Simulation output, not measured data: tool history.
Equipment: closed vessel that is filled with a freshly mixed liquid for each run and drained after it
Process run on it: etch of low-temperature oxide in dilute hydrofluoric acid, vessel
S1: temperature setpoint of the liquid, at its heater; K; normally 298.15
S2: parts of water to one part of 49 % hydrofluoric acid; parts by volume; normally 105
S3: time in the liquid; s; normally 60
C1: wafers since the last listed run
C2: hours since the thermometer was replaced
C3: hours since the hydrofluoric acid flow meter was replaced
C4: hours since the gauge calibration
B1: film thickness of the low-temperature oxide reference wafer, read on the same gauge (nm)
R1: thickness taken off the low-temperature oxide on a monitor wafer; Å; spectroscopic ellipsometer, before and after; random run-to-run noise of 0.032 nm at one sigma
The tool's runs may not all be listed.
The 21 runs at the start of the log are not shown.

{"run": 22, "hour": 2413.0, "S1": 300.15, "S2": 60, "S3": 90, "C1": 3380, "C2": 857, "C3": 235.9, "C4": 676.8, "B1": 119.99, "R1": 200.9}
{"run": 23, "hour": 2493.7, "S1": 298.15, "S2": 105, "S3": 60, "C1": 5917, "C2": 937.7, "C3": 316.6, "C4": 757.5, "B1": 120.02, "R1": 66.6}
{"run": 24, "hour": 2562.0, "S1": 295.15, "S2": 140, "S3": 60, "C1": 5007, "C2": 1006, "C3": 384.9, "C4": 825.8, "B1": 119.99, "R1": 43}
{"run": 25, "hour": 2656.9, "S1": 298.15, "S2": 105, "S3": 60, "C1": 6958, "C2": 1100.9, "C3": 479.8, "C4": 920.7, "B1": 120, "R1": 66.8}
{"run": 26, "hour": 2971.9, "S1": 294.15, "S2": 130, "S3": 90, "C1": 23096, "C2": 1415.9, "C3": 794.8, "C4": 1235.7, "B1": 120.01, "R1": 68}
{"run": 27, "hour": 3046.6, "S1": 301.65, "S2": 55, "S3": 50, "C1": 5477, "C2": 1490.6, "C3": 869.5, "C4": 1310.4, "B1": 120, "R1": 133.6}
{"hour": 3068.5, "done": "hydrofluoric acid flow meter replaced"}
{"hour": 3106.6, "done": "thermometer replaced"}
{"run": 28, "hour": 3194.2, "S1": 294.15, "S2": 130, "S3": 80, "C1": 10675, "C2": 87.6, "C3": 125.7, "C4": 1458, "B1": 120, "R1": 58.1}
{"run": 29, "hour": 3243.7, "S1": 295.65, "S2": 90, "S3": 50, "C1": 3629, "C2": 137.1, "C3": 175.2, "C4": 1507.5, "B1": 119.98, "R1": 57.9}
{"run": 30, "hour": 3324.4, "S1": 298.15, "S2": 105, "S3": 60, "C1": 5917, "C2": 217.8, "C3": 255.9, "C4": 1588.2, "B1": 120, "R1": 65.5}
{"run": 31, "hour": 3405.7, "S1": 298.15, "S2": 130, "S3": 60, "C1": 5961, "C2": 299.1, "C3": 337.2, "C4": 1669.5, "B1": 120.03, "R1": 51.4}

What if the next run were any one of these 3? Each begins from the tool's condition after run 31:
{"run": "A", "hour": 3406.4, "S1": 298.15, "S2": 105, "S3": 60, "C1": 51, "C2": 299.8, "C3": 337.9, "C4": 1670.2, "B1": "?", "R1": "?"}
{"run": "B", "hour": 3406.4, "S1": 299.65, "S2": 85, "S3": 60, "C1": 51, "C2": 299.8, "C3": 337.9, "C4": 1670.2, "B1": "?", "R1": "?"}
{"run": "C", "hour": 3406.4, "S1": 302.65, "S2": 105, "S3": 70, "C1": 51, "C2": 299.8, "C3": 337.9, "C4": 1670.2, "B1": "?", "R1": "?"}

run=A B1=120.01 R1=65.1
run=B B1=120.01 R1=87.5
run=C B1=120.01 R1=90.2
With the hidden condition removed and each run's random variation left untouched, the same runs would have given:
run=A R1=64.4
run=B R1=86.6
run=C R1=89.3
